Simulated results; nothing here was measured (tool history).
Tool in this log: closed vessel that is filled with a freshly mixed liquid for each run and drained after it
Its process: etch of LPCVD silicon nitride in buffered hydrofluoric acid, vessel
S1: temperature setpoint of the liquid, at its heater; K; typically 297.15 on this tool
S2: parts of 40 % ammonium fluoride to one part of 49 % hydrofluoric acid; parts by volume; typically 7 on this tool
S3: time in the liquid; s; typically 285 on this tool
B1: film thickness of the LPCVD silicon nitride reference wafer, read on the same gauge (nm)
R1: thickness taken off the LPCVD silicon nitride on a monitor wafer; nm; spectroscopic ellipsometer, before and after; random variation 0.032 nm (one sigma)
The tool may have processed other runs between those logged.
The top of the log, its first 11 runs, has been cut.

run	day	S1	S2	S3	B1	R1
12	33.125	297.15	7	285	67.6	5.35
13	35.658	297.15	7	285	67.53	5.37
14	38.129	297.15	7	285	67.46	5.36
# day 44.317: hydrofluoric acid flow meter replaced
# day 48.242: gauge calibrated
15	49.325	297.15	7	205	70.2	3.99
16	52.154	297.15	7	285	70.12	5.5
17	55.575	298.65	7	285	70.05	6.01
18	59.008	297.15	9	220	69.96	3.26
# day 61.229: thermometer replaced
19	62.762	297.15	7	285	69.9	5.54
20	66.562	301.65	7	445	69.78	10.98
21	76.142	294.15	8	205	69.59	2.92
22	78.604	297.15	7	285	69.52	5.48
23	81.904	295.15	5	345	69.45	7.89
24	84.842	297.15	7	210	69.38	4.03
25	88.167	297.15	7	380	69.29	7.27
26	91.404	297.15	7	285	69.2	5.43
27	95.038	297.15	7	285	69.15	5.39
28	99.425	298.65	7	285	69.02	5.96
# day 101.721: thermometer replaced
29	103.471	297.15	8.5	285	68.94	4.42
30	106.033	294.65	5.5	195	68.86	3.99
# day 107.204: hydrofluoric acid flow meter replaced
31	108.888	299.15	5	140	68.82	3.96
32	110.454	297.15	7	285	68.77	5.44
33	112.538	301.15	5.5	420	68.74	12.23

Here are 3 independent what-if runs from the current tool condition. What would each one return?
A	112.567	297.15	7	285	?	?
B	112.567	297.15	9	285	?	?
C	112.567	297.15	10	440	?	?

run	B1	R1
A	68.72	5.47
B	68.72	4.16
C	68.72	6.02
With the hidden condition removed and each run's random variation left untouched, the same runs would have given:
run	R1
A	5.57
B	4.24
C	6.13
